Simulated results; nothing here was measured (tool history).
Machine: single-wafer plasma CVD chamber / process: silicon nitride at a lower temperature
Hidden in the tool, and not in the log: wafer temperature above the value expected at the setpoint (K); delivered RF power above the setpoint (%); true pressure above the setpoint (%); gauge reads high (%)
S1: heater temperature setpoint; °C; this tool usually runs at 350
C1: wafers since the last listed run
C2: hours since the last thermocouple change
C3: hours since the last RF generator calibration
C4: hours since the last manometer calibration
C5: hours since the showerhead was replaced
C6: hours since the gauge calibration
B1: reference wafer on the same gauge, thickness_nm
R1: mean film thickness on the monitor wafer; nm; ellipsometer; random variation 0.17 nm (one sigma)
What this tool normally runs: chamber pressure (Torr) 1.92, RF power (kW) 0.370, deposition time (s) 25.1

Run 1, hour 0.0: usual settings; C1 0; C2 231.6; C3 1106.7; C4 2486.5; C5 2585.9; C6 53.3; B1 32.698. Result: R1 33.963 nm.
Run 2, hour 52.6: usual settings; C1 1327; C2 284.2; C3 1159.3; C4 2539.1; C5 2638.5; C6 105.9; B1 32.710. Result: R1 33.903 nm.
Run 3, hour 183.6: usual settings; C1 3306; C2 415.2; C3 1290.3; C4 2670.1; C5 2769.5; C6 236.9; B1 32.743. Result: R1 34.094 nm.
Run 4, hour 242.6: usual settings but chamber pressure (Torr) 2.28; C1 1489; C2 474.2; C3 1349.3; C4 2729.1; C5 2828.5; C6 295.9; B1 32.694. Result: R1 35.898 nm.
Run 5, hour 303.2: usual settings but chamber pressure (Torr) 2.28; C1 1529; C2 534.8; C3 1409.9; C4 2789.7; C5 2889.1; C6 356.5; B1 32.708. Result: R1 36.449 nm.
Run 6, hour 338.5: usual settings; C1 890; C2 570.1; C3 1445.2; C4 2825.0; C5 2924.4; C6 391.8; B1 32.711. Result: R1 33.875 nm.
At hour 361.0: capacitance manometer re-zeroed and calibrated.
Run 7, hour 399.6: usual settings; C1 1340; C2 631.2; C3 1506.3; C4 38.6; C5 2985.5; C6 452.9; B1 32.665. Result: R1 33.961 nm.
At hour 414.7: showerhead replaced, of another model than before.
Run 8, hour 431.2: usual settings; C1 595; C2 662.8; C3 1537.9; C4 70.2; C5 16.5; C6 484.5; B1 32.707. Result: R1 32.881 nm.
Run 9, hour 471.4: usual settings but deposition time (s) 23.6; C1 1014; C2 703.0; C3 1578.1; C4 110.4; C5 56.7; C6 524.7; B1 32.693. Result: R1 30.985 nm.
Run 10, hour 502.4: usual settings but deposition time (s) 23.6; C1 782; C2 734.0; C3 1609.1; C4 141.4; C5 87.7; C6 555.7; B1 32.707. Result: R1 31.116 nm.
Run 11, hour 556.7: usual settings but deposition time (s) 23.6; C1 1370; C2 788.3; C3 1663.4; C4 195.7; C5 142.0; C6 610.0; B1 32.721. Result: R1 30.904 nm.
Run 12, hour 613.8: usual settings but S1 357 °C; C1 1441; C2 845.4; C3 1720.5; C4 252.8; C5 199.1; C6 667.1; B1 32.717. Result: R1 32.938 nm.
Run 13, hour 657.1: usual settings; C1 1092; C2 888.7; C3 1763.8; C4 296.1; C5 242.4; C6 710.4; B1 32.701. Result: R1 32.647 nm.
At hour 671.1: gauge calibrated.
Run 14, hour 707.8: usual settings; C1 1279; C2 939.4; C3 1814.5; C4 346.8; C5 293.1; C6 36.7; B1 32.713. Result: R1 32.912 nm.
At hour 741.7: RF generator calibrated.
Run 15, hour 742.2: usual settings but chamber pressure (Torr) 2.22, RF power (kW) 0.345, deposition time (s) 21.9; C1 666; C2 973.8; C3 0.5; C4 381.2; C5 327.5; C6 71.1; B1 32.662. Result: R1 31.644 nm.
Run 16, hour 809.0: usual settings but S1 345 °C; C1 1686; C2 1040.6; C3 67.3; C4 448.0; C5 394.3; C6 137.9; B1 32.688. Result: R1 34.962 nm.
Run 17, hour 855.7: usual settings but S1 340 °C, chamber pressure (Torr) 2.23, RF power (kW) 0.425, deposition time (s) 27.3; C1 1178; C2 1087.3; C3 114.0; C4 494.7; C5 441.0; C6 184.6; B1 32.716. Result: R1 45.182 nm.
Run 18, hour 890.7: usual settings but chamber pressure (Torr) 2.31, RF power (kW) 0.395, deposition time (s) 21.1; C1 883; C2 1122.3; C3 149.0; C4 529.7; C5 476.0; C6 219.6; B1 32.714. Result: R1 33.572 nm.
At hour 908.5: thermocouple changed; heater temperature recalibrated.
Run 19, hour 955.7: usual settings but S1 343 °C, RF power (kW) 0.415; C1 1438; C2 47.2; C3 214.0; C4 594.7; C5 541.0; C6 284.6; B1 32.720. Result: R1 37.697 nm.
Run 20, hour 1011.0: usual settings; C1 1395; C2 102.5; C3 269.3; C4 650.0; C5 596.3; C6 339.9; B1 32.687. Result: R1 34.392 nm.
Run 21, hour 1050.8: usual settings; C1 1004; C2 142.3; C3 309.1; C4 689.8; C5 636.1; C6 379.7; B1 32.712. Result: R1 34.379 nm.
Run 22, hour 1095.9: usual settings but chamber pressure (Torr) 2.39; C1 1138; C2 187.4; C3 354.2; C4 734.9; C5 681.2; C6 424.8; B1 32.686. Result: R1 38.384 nm.
Run 23, hour 1132.4: usual settings but S1 342 °C, chamber pressure (Torr) 1.53, deposition time (s) 26.9; C1 921; C2 223.9; C3 390.7; C4 771.4; C5 717.7; C6 461.3; B1 32.683. Result: R1 29.970 nm.
Run 24, hour 1162.9: usual settings but S1 358 °C, chamber pressure (Torr) 2.24, deposition time (s) 28.5; C1 769; C2 254.4; C3 421.2; C4 801.9; C5 748.2; C6 491.8; B1 32.720. Result: R1 41.832 nm.

Predict each of these 3 candidate next runs independently; none follows another, all start after run 24:
Run A, hour 1163.3: usual settings but RF power (kW) 0.330; C1 10; C2 254.8; C3 421.6; C4 802.3; C5 748.6; C6 492.2; B1 ?. Result: R1 ?.
Run B, hour 1163.3: usual settings but chamber pressure (Torr) 1.52; C1 10; C2 254.8; C3 421.6; C4 802.3; C5 748.6; C6 492.2; B1 ?. Result: R1 ?.
Run C, hour 1163.3: usual settings but S1 365 °C, chamber pressure (Torr) 1.78, RF power (kW) 0.310, deposition time (s) 20.7; C1 10; C2 254.8; C3 421.6; C4 802.3; C5 748.6; C6 492.2; B1 ?. Result: R1 ?.

run      B1      R1
  A  32.708  31.462
  B  32.708  27.704
  C  32.708  23.341
With no hidden state in the tool, these same runs would have given:
run      R1
  A  32.531
  B  28.608
  C  24.148
